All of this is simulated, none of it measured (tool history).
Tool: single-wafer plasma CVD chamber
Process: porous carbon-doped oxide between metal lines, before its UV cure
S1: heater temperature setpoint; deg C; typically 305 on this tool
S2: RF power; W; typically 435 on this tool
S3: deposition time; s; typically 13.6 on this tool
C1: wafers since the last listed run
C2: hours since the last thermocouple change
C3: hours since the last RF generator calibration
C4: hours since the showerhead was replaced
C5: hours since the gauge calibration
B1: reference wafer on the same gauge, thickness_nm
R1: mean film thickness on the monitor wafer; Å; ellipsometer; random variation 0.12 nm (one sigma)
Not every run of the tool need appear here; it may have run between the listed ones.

run	hour	S1	S2	S3	C1	C2	C3	C4	C5	B1	R1
1	0	305	435	13.6	0	1244.9	798.6	8741.2	79.5	74.482	656.47
2	10.2	305	435	13.6	525	1255.1	808.8	8751.4	89.7	74.504	658.3
3	23.8	305	435	13.6	700	1268.7	822.4	8765	103.3	74.526	656.47
4	33.9	301	505	13.6	520	1278.8	832.5	8775.1	113.4	74.502	729.94
# hour 42: gauge calibrated
5	43.3	305	435	13.6	484	1288.2	841.9	8784.5	1.3	74.498	656.86
6	59.1	305	435	13.6	813	1304	857.7	8800.3	17.1	74.503	658.8
7	67.6	305	435	13.6	437	1312.5	866.2	8808.8	25.6	74.49	658.4
8	75.3	305	435	13.6	396	1320.2	873.9	8816.5	33.3	74.51	657.63
9	91.2	305	435	13.6	818	1336.1	889.8	8832.4	49.2	74.483	659.23
# hour 103: showerhead replaced
10	103.5	305	520	13.6	221	1348.4	902.1	0.5	61.5	74.499	727.22
11	114.2	305	435	13.6	550	1359.1	912.8	11.2	72.2	74.509	655.98
12	120.5	292	490	11	324	1365.4	919.1	17.5	78.5	74.487	609.33
# hour 133.2: RF generator calibrated
13	133.7	305	385	11.2	267	1378.6	0.5	30.7	91.7	74.503	538.56
# hour 138.3: gauge calibrated
# hour 143.1: thermocouple changed; heater temperature recalibrated
14	143.6	305	435	13.6	97	0.5	10.4	40.6	5.3	74.501	690.6
15	151.3	305	435	13.6	396	8.2	18.1	48.3	13	74.513	688.79
16	165.8	320	520	12	746	22.7	32.6	62.8	27.5	74.493	623.92
17	172.4	318	510	11.3	339	29.3	39.2	69.4	34.1	74.514	588.3
18	185.6	311	395	13.6	679	42.5	52.4	82.6	47.3	74.493	634.38

Each row is a separate what-if for the run after 18, all from the same tool condition, not one after another. Results?
A	186	305	435	13.6	20	42.9	52.8	83	47.7	?	?
B	186	305	435	15.5	20	42.9	52.8	83	47.7	?	?
C	186	293	465	11.1	20	42.9	52.8	83	47.7	?	?

run	B1	R1
A	74.486	685.7
B	74.486	777.87
C	74.486	620.91
Had the tool no hidden state, the same runs would have come out as:
run	R1
A	690.63
B	783.46
C	625.18
